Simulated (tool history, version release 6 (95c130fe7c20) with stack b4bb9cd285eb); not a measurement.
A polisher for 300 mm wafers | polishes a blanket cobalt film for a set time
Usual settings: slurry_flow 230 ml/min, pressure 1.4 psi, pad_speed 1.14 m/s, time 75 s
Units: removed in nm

run	hour	slurry_flow	pressure	pad_speed	time	wafers since the last listed run	wafers polished on this pad	hours since the slurry nozzle was cleaned	hours since the head pressure was calibrated	incoming thickness of the incoming film, nm	removed
1	0.0	230	1.4	0.84	75	0	3253	307.7	1028.0	878.4	176.8
2	38.4	230	1.4	1.14	75	382	3635	346.1	1066.4	870.5	235.3
# hour 69.5: head pressure recalibrated
3	129.5	230	1.4	1.14	75	886	4521	437.2	60.0	877.5	224.3
# hour 190.6: slurry nozzle cleaned
# hour 235.7: worn pad replaced by a new one
4	236.2	230	1.5	1.14	75	1012	4	45.6	166.7	862.4	267.9
5	282.7	230	1.5	1.14	75	462	467	92.1	213.2	857.4	265.3
6	375.6	230	1.4	1.14	75	924	1392	185.0	306.1	874.0	238.3
7	475.1	195	1.4	1.14	75	990	2382	284.5	405.6	880.4	234.5
8	583.0	195	1.4	1.14	75	1073	3456	392.4	513.5	873.0	224.9
# hour 660.0: slurry nozzle cleaned
9	666.5	195	1.4	1.14	75	821	4277	6.5	597.0	866.0	221.9
10	705.9	230	1.4	1.14	75	392	4669	45.9	636.4	876.1	222.9
11	798.4	230	1.4	1.14	75	920	5590	138.4	728.9	859.3	220.1
# hour 824.5: worn pad replaced by a new one
12	890.8	230	1.4	1.14	75	879	659	230.8	821.3	883.7	241.4
13	981.6	230	1.4	1.14	75	903	1563	321.6	912.1	886.0	238.6
14	1036.5	230	1.4	1.14	75	546	2109	376.5	967.0	875.8	236.3
15	1135.4	230	1.4	1.14	75	984	3093	475.4	1065.9	877.6	234.1
16	1211.5	230	1.4	1.14	75	757	3851	551.5	1142.0	875.9	229.0
# hour 1215.7: slurry nozzle cleaned
17	1300.1	230	1.4	1.14	60	871	4722	84.4	1230.6	882.2	175.8
18	1342.9	230	1.4	1.14	91	425	5148	127.2	1273.4	859.2	270.4
# hour 1383.5: head pressure recalibrated
19	1407.8	290	1.2	1.42	75	626	5774	192.1	24.3	878.5	235.0
# hour 1439.0: worn pad replaced by a new one
20	1489.9	175	1.2	1.14	57	777	507	274.2	106.4	868.6	153.6
21	1572.5	310	1.4	1.14	75	822	1329	356.8	189.0	880.0	248.9
22	1658.5	230	1.4	1.14	75	855	2185	442.8	275.0	877.0	235.1
# hour 1757.4: slurry nozzle cleaned
23	1757.9	255	1.4	1.14	75	979	3164	0.5	374.4	866.9	235.8
24	1838.1	230	1.4	0.88	75	798	3962	80.7	454.6	879.5	175.8
25	1900.1	230	1.8	1.52	56	617	4579	142.7	516.6	869.0	284.6
# hour 1911.4: worn pad replaced by a new one
26	1948.9	175	1.2	1.14	57	445	373	191.5	565.4	889.4	152.9
27	2004.3	310	1.4	0.78	64	551	925	246.9	620.8	867.1	143.9
28	2075.9	195	1.4	1.14	75	712	1637	318.5	692.4	877.1	228.3
29	2145.8	165	1.7	1.14	75	695	2333	388.4	762.3	878.0	264.6
30	2241.2	180	1.2	1.14	75	949	3282	483.8	857.7	872.8	186.2
31	2307.9	230	1.4	1.34	55	663	3946	550.5	924.4	863.3	187.8
# hour 2330.7: slurry nozzle cleaned
32	2373.2	230	1.8	1.14	50	639	4586	42.5	989.7	862.1	184.4
# hour 2442.3: worn pad replaced by a new one
33	2459.3	230	1.5	1.14	75	817	169	128.6	1075.8	881.2	266.5
34	2530.1	230	1.2	1.14	75	704	874	199.4	1146.6	857.1	214.7
35	2566.3	300	1.7	1.46	99	360	1234	235.6	1182.8	866.4	530.2
36	2610.3	230	1.8	0.78	64	437	1672	279.6	1226.8	868.6	179.9

The tool's hidden state at each run:
slurry flow missing at the pad, %: 0 in every run
deviation of the head's pressure from its setpoint, %: 0 in every run
H1: removal rate lost through wear of the pad, %
run	H1
1	7.22
2	8.06
3	10
4	1.3
5	2.32
6	4.35
7	6.53
8	8.89
9	10.7
10	11.6
11	13.6
12	2.95
13	4.93
14	6.13
15	8.3
16	9.96
17	11.9
18	12.8
19	14.3
20	2.29
21	4.09
22	5.97
23	8.15
24	9.9
25	11.3
26	4.51
27	5.72
28	7.29
29	8.82
30	10.9
31	12.4
32	13.8
33	1.54
34	3.09
35	3.88
36	4.84
